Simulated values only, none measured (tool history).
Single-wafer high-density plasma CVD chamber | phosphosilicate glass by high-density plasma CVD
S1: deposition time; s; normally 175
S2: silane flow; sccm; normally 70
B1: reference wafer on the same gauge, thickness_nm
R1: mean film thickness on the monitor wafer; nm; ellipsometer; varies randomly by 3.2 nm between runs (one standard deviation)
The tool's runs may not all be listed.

run	hour	S1	S2	B1	R1
1	0.0	175	70	1370.037	1167.405
2	107.7	175	70	1370.281	1168.814
3	170.6	175	70	1369.101	1166.033
4	245.6	175	70	1370.955	1163.306
5	329.2	175	63	1369.086	1049.267
# hour 419.9: silane flow controller replaced
6	434.8	182	62	1369.240	1074.200
7	522.6	175	70	1370.321	1163.878
8	579.1	175	70	1370.114	1162.372
9	648.1	175	70	1370.773	1169.427
10	707.7	175	70	1370.982	1162.898
11	782.9	175	70	1369.975	1172.462
12	819.0	175	70	1369.653	1165.590
13	869.8	175	70	1369.440	1166.032
14	910.4	175	70	1370.402	1164.708
15	979.8	175	70	1369.200	1167.494
16	1039.5	175	70	1371.172	1174.414
17	1080.9	175	70	1369.370	1164.447
18	1154.7	175	70	1370.334	1169.517
19	1256.1	175	70	1369.545	1168.740
20	1296.3	184	76	1370.892	1331.601
21	1399.4	175	70	1369.321	1170.797
22	1503.7	154	70	1370.216	1027.363
23	1592.7	157	82	1370.597	1226.687
24	1674.2	198	70	1370.168	1316.788
25	1751.1	154	70	1369.182	1026.699
26	1790.3	175	70	1370.224	1164.460
27	1886.9	175	70	1369.912	1164.074
28	1961.1	175	70	1369.689	1167.116
29	2028.0	144	61	1370.183	831.211
30	2128.8	175	70	1369.362	1160.150
# hour 2152.6: gauge calibrated
31	2173.4	200	70	1369.779	1333.245
32	2267.2	141	65	1369.495	876.460
33	2355.8	164	70	1370.078	1093.271
# hour 2525.4: silane flow controller replaced
34	2564.9	157	66	1369.352	985.631
35	2604.5	203	82	1369.985	1582.207
36	2699.3	146	83	1370.061	1155.851
37	2776.3	161	70	1369.944	1069.596
38	2858.3	175	70	1370.160	1162.618
39	2924.3	175	81	1369.943	1347.530
40	2987.0	189	77	1370.832	1384.207

Predict the results of run 41:
41	3092.6	187	64	?	?

{"run 41": {"B1": 1369.945, "R1": 1143.759}}
With the hidden condition absent and the run-to-run variation left alone, this run would have shown R1 1143.759 nm.

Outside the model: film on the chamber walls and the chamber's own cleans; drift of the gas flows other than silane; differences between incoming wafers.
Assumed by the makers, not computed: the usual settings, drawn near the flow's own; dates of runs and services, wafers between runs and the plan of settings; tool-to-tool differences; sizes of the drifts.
